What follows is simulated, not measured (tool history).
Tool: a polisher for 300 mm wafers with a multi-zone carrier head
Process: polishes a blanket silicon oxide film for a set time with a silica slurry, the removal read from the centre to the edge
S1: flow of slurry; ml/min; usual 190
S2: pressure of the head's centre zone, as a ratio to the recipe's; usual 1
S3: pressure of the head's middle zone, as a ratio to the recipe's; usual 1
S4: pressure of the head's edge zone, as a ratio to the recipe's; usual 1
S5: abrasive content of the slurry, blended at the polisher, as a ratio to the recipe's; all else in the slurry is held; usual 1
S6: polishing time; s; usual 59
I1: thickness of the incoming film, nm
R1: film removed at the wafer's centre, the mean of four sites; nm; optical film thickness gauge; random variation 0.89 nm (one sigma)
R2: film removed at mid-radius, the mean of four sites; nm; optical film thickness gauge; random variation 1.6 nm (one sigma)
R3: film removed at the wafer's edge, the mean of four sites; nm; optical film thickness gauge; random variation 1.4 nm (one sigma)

run	hour	S1	S2	S3	S4	S5	S6	I1	R1	R2	R3
1	0	190	1	1	1	1	59	1554.4	131.3	136.9	130.2
# hour 25.8: worn pad replaced by a new one
2	26.3	190	1	1	1	1	59	1564.4	134.3	136.5	136.2
3	39.1	190	1	1	1	1	59	1562.6	135.7	139.1	135.4
4	74.2	190	1	1	1	1	59	1545.4	134.8	136	130.3
5	104.1	190	1	1	1	1	59	1571.4	132.4	133.9	131.6
6	123.8	190	1	1	1	1	59	1551.9	130.7	131.8	131.5
7	142.1	190	1	1	1	1	59	1554.5	129.1	132.6	129.1
# hour 154.3: carrier head's membrane replaced by a new one
8	156.4	190	1	1	1	0.8	52	1565.8	93.4	95.1	92.8
# hour 163.7: worn pad replaced by a new one
9	170.7	190	1	1	1	1	59	1540	136.5	138	136
10	189.3	190	1	1	1	1	59	1560.9	134.7	137.3	132.3
# hour 194.8: slurry nozzle cleaned
11	201.9	190	1	1	1	1	44	1547.6	101.4	102.1	100.6
# hour 208.2: centre zone pressure recalibrated
12	253.7	190	1	1	1	1	59	1549.1	131.6	137.8	131.6
# hour 272.6: edge zone pressure recalibrated
13	278.3	190	1.1	1.09	1	1	59	1555.4	143.7	146.8	129.4
# hour 299: worn pad replaced by a new one
14	308.8	190	1	1	1	1	59	1551.4	132.8	138.6	135.3
15	324.7	190	1	0.92	1	0.85	59	1560.8	118.8	113.7	118.2
16	353.8	150	1	1	1	0.85	59	1535.1	111.3	113.4	113.8
17	366.7	190	1.06	1	1	1	59	1550.2	141.8	133.9	132.3
18	392.9	150	1.06	1	1	1.15	69	1559	167.4	161.1	161.2
19	412.9	150	1	1	1	1	59	1561.5	121.8	124.4	123.8
# hour 443.9: worn pad replaced by a new one
20	444.4	190	1	0.91	1	1	59	1574	135.1	127	135.3
21	458	135	1.06	1.03	1	1	59	1571.1	133.4	132.4	128.7

Hidden state or all else? Some run-to-run changes of R1, split into what the settings, what came in and random variation would give without the hidden state, and what is left for the hidden state (with any gauge scatter that isn't in both results):
The hidden state here: removal rate lost through wear of the pad, %; slurry flow missing at the pad, %; deviation of the centre zone's pressure from its setpoint, %; deviation of the edge zone's pressure from its setpoint, %.
Run 8 -> 9: S5 0.8 -> 1, S6 52 -> 59, worn pad replaced by a new one. R1 +43.1 nm: hidden state +6.4, all else +36.7.
Run 18 -> 19: S2 1.06 -> 1, S5 1.15 -> 1, S6 69 -> 59. R1 -45.6 nm: hidden state +0.2, all else -45.8.
Run 19 -> 20: S1 150 -> 190, S3 1 -> 0.91, worn pad replaced by a new one. R1 +13.3 nm: hidden state +7.3, all else +6.
